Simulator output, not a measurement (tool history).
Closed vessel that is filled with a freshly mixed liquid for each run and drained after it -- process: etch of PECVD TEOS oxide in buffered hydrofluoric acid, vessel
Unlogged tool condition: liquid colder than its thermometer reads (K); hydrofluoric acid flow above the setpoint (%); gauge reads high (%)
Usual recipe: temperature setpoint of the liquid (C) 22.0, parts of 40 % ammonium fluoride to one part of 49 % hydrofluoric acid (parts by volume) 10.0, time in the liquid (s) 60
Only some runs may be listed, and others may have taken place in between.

| run | day | temperature setpoint of the liquid (C) | parts of 40 % ammonium fluoride to one part of 49 % hydrofluoric acid (parts by volume) | time in the liquid (s) | wafers since the last listed run | hours since the thermometer was replaced | hours since the hydrofluoric acid flow meter was replaced | hours since the gauge calibration | read-back film thickness of the PECVD TEOS oxide reference wafer, read on the same gauge (nm) | thickness taken off the PECVD TEOS oxide on a monitor wafer (angstrom) |
|---|---|---|---|---|---|---|---|---|---|---|
| 1 | 0.000 | 22.0 | 10.0 | 60 | 0 | 1398.1 | 1222.3 | 161.1 | 80.01 | 1237.2 |
| 2 | 0.508 | 22.0 | 10.0 | 60 | 1561 | 1410.3 | 1234.5 | 173.3 | 80.01 | 1246.8 |
| 3 | 1.396 | 22.0 | 10.0 | 60 | 2725 | 1431.6 | 1255.8 | 194.6 | 80.03 | 1225.2 |
| 4 | 2.079 | 22.0 | 10.0 | 45 | 2098 | 1448.0 | 1272.2 | 211.0 | 79.99 | 924.8 |
| 5 | 2.746 | 22.0 | 10.0 | 45 | 2047 | 1464.0 | 1288.2 | 227.0 | 80.03 | 916.7 |
| 6 | 3.350 | 22.0 | 10.0 | 60 | 1855 | 1478.5 | 1302.7 | 241.5 | 80.01 | 1214.4 |
| 7 | 3.825 | 22.0 | 10.0 | 60 | 1458 | 1489.9 | 1314.1 | 252.9 | 80.00 | 1230.3 |
| 8 | 4.150 | 22.0 | 10.0 | 60 | 998 | 1497.7 | 1321.9 | 260.7 | 80.01 | 1224.1 |
| 9 | 4.888 | 22.0 | 10.0 | 60 | 2264 | 1515.4 | 1339.6 | 278.4 | 80.00 | 1208.7 |
| 10 | 5.358 | 22.0 | 10.0 | 60 | 1445 | 1526.7 | 1350.9 | 289.7 | 79.98 | 1233.5 |
|  | 5.883 | hydrofluoric acid flow meter replaced |
|  | 6.067 | thermometer replaced |
| 11 | 6.088 | 22.0 | 10.0 | 60 | 1983 | 0.5 | 4.9 | 307.2 | 79.97 | 1455.6 |
| 12 | 6.692 | 22.0 | 10.0 | 60 | 1855 | 15.0 | 19.4 | 321.7 | 80.00 | 1440.1 |
| 13 | 7.433 | 22.0 | 10.0 | 60 | 2277 | 32.8 | 37.2 | 339.5 | 80.04 | 1444.0 |
| 14 | 8.008 | 22.0 | 10.0 | 60 | 1765 | 46.6 | 51.0 | 353.3 | 79.96 | 1442.4 |
| 15 | 8.650 | 22.0 | 10.0 | 60 | 1970 | 62.0 | 66.4 | 368.7 | 79.99 | 1427.8 |
| 16 | 9.262 | 22.0 | 10.0 | 60 | 1881 | 76.7 | 81.1 | 383.4 | 80.02 | 1441.5 |
| 17 | 9.658 | 22.0 | 10.0 | 60 | 1215 | 86.2 | 90.6 | 392.9 | 80.02 | 1401.8 |
| 18 | 10.396 | 22.0 | 10.0 | 60 | 2264 | 103.9 | 108.3 | 410.6 | 80.02 | 1420.6 |
| 19 | 10.904 | 19.0 | 12.0 | 45 | 1561 | 116.1 | 120.5 | 422.8 | 80.01 | 767.5 |
| 20 | 11.271 | 20.0 | 7.5 | 90 | 1126 | 124.9 | 129.3 | 431.6 | 80.01 | 2471.3 |
|  | 11.329 | gauge calibrated |
| 21 | 11.829 | 18.0 | 10.0 | 60 | 1714 | 138.3 | 142.7 | 12.0 | 80.00 | 1111.5 |
| 22 | 12.550 | 22.0 | 10.0 | 60 | 2213 | 155.6 | 160.0 | 29.3 | 79.96 | 1433.5 |
| 23 | 12.946 | 19.0 | 8.5 | 85 | 1215 | 165.1 | 169.5 | 38.8 | 79.99 | 1927.4 |
| 24 | 13.592 | 17.0 | 11.0 | 60 | 1983 | 180.6 | 185.0 | 54.3 | 80.02 | 973.9 |
| 25 | 14.167 | 22.0 | 10.0 | 35 | 1765 | 194.4 | 198.8 | 68.1 | 80.02 | 816.9 |
| 26 | 14.629 | 20.0 | 13.0 | 60 | 1420 | 205.5 | 209.9 | 79.2 | 79.99 | 964.6 |
| 27 | 15.071 | 20.0 | 8.5 | 60 | 1356 | 216.1 | 220.5 | 89.8 | 80.00 | 1426.9 |
| 28 | 15.571 | 22.0 | 10.0 | 60 | 1535 | 228.1 | 232.5 | 101.8 | 80.02 | 1418.2 |
| 29 | 16.200 | 22.0 | 7.5 | 40 | 1932 | 243.2 | 247.6 | 116.9 | 79.97 | 1216.0 |
| 30 | 16.767 | 18.5 | 9.0 | 80 | 1740 | 256.8 | 261.2 | 130.5 | 79.99 | 1666.2 |
| 31 | 18.262 | 22.0 | 10.0 | 60 | 4593 | 292.7 | 297.1 | 166.4 | 80.02 | 1406.4 |
| 32 | 18.929 | 19.5 | 12.5 | 90 | 2047 | 308.7 | 313.1 | 182.4 | 79.99 | 1476.1 |
| 33 | 19.250 | 17.0 | 12.0 | 85 | 985 | 316.4 | 320.8 | 190.1 | 80.02 | 1243.3 |

What differs in the tool's unlogged condition from the final listed run ahead of each entry between runs to the first listed run following it?
Runs 10 to 11: hydrofluoric acid flow meter replaced (day 5.883); thermometer replaced (day 6.067)
  liquid colder than its thermometer reads (K): 2.9 -> 0.00413
  measured minus no-state result, thickness taken off the PECVD TEOS oxide on a monitor wafer (angstrom): -216.6 -> +0.0
Runs 20 to 21: gauge calibrated (day 11.329)
  liquid colder than its thermometer reads (K): 0.214 -> 0.236
  measured minus no-state result, thickness taken off the PECVD TEOS oxide on a monitor wafer (angstrom): -29.2 -> -15.2

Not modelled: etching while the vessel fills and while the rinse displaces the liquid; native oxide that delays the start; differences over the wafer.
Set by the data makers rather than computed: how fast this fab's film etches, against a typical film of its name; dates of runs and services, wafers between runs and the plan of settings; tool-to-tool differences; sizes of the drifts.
